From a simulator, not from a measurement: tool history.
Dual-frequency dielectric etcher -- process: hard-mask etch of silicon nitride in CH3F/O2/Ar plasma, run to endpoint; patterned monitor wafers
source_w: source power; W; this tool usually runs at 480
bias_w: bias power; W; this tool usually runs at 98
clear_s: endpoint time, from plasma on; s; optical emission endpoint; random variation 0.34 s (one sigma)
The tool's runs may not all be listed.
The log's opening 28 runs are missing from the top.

run	hour	source_w	bias_w	wafers since the last listed run	hours since the last wet clean	hours since the last source power generator calibration	hours since the last bias power generator calibration	hours since the last upper electrode change	incoming incoming film thickness, nm	clear_s
29	1977.1	560	91	458	471.2	268.3	491.0	665.4	34.97	38.5
30	2058.4	400	116	1029	552.5	349.6	572.3	746.7	34.54	38.6
# hour 2108.2: wet clean of the chamber
31	2155.2	480	82	922	47.0	446.4	669.1	843.5	34.96	44.1
32	2194.1	390	121	492	85.9	485.3	708.0	882.4	34.96	40.5
33	2252.0	480	98	733	143.8	543.2	765.9	940.3	35.16	41.1
34	2341.1	370	106	1128	232.9	632.3	855.0	1029.4	34.83	43.3
35	2396.9	370	115	706	288.7	688.1	910.8	1085.2	34.70	40.5
36	2445.6	430	107	616	337.4	736.8	959.5	1133.9	34.99	40.3

Predict each of these 3 candidate next runs independently; none follows another, all start after run 36:
A	2446.0	480	98	5	337.8	737.2	959.9	1134.3	34.77	?
B	2446.0	520	77	5	337.8	737.2	959.9	1134.3	34.77	?
C	2446.0	560	78	5	337.8	737.2	959.9	1134.3	34.77	?

run	clear_s
A	39.6
B	42.4
C	41.0
What these runs would have given with no unlogged condition in the tool:
run	clear_s
A	40.9
B	43.7
C	42.3
